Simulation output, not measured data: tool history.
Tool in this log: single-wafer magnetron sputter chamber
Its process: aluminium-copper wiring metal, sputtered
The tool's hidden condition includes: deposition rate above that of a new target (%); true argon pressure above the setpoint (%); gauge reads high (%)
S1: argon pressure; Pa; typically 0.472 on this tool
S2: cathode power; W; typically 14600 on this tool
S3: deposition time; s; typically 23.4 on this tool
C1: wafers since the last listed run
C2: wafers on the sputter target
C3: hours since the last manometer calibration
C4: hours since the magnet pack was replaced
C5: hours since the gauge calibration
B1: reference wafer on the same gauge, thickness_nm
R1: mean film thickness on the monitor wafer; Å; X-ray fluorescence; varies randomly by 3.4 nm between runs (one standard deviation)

run,hour,S1,S2,S3,C1,C2,C3,C4,C5,B1,R1
1,0.0,0.472,14600,23.4,0,685,1140.1,7830.9,439.4,729.821,6141.46
2,19.5,0.472,14600,23.4,521,1207,1159.6,7850.4,458.9,728.756,6014.60
3,35.1,0.472,14600,21.8,417,1624,1175.2,7866.0,474.5,727.657,5544.84
# hour 45.0: gauge calibrated
4,64.0,0.472,17150,23.4,772,2396,1204.1,7894.9,19.0,728.938,7023.99
5,99.9,0.379,14600,23.4,959,3356,1240.0,7930.8,54.9,727.286,6217.77
6,125.5,0.379,14600,23.4,684,4041,1265.6,7956.4,80.5,725.857,6141.66
7,143.4,0.472,14600,21.5,478,4519,1283.5,7974.3,98.4,729.350,5366.32
8,172.3,0.472,14600,21.5,772,5292,1312.4,8003.2,127.3,726.590,5362.92
9,194.9,0.472,14600,21.5,604,5896,1335.0,8025.8,149.9,727.887,5408.17
10,219.2,0.472,14600,23.4,649,6546,1359.3,8050.1,174.2,727.535,5741.51
11,250.9,0.472,15350,23.4,847,7393,1391.0,8081.8,205.9,727.220,6134.48
12,266.8,0.472,15350,23.4,425,7818,1406.9,8097.7,221.8,727.254,6095.03
13,280.5,0.541,11400,25.2,366,8184,1420.6,8111.4,235.5,727.773,4689.71
14,297.3,0.472,11450,27.0,449,8634,1437.4,8128.2,252.3,728.231,5223.82
# hour 305.5: sputter target and shields replaced
15,326.7,0.472,17200,25.4,572,567,1466.8,8157.6,281.7,728.245,7942.30
16,361.9,0.472,15350,23.4,941,1508,1502.0,8192.8,316.9,727.970,6353.06
17,384.6,0.638,16750,25.1,606,2115,1524.7,8215.5,339.6,727.106,6763.05
18,423.3,0.555,11500,19.4,1034,3150,1563.4,8254.2,378.3,728.140,3718.07

Run 19 comes next. What will it give?
# hour 437.6: capacitance manometer re-zeroed and calibrated
# hour 438.6: magnet pack replaced
19,447.4,0.607,15850,25.7,405,3555,9.8,8.8,402.4,?,?

B1: 728.071
R1: 6592.17 Å
If the tool had no hidden condition, the same run with the same run-to-run variation would have returned R1 6941.54 Å.

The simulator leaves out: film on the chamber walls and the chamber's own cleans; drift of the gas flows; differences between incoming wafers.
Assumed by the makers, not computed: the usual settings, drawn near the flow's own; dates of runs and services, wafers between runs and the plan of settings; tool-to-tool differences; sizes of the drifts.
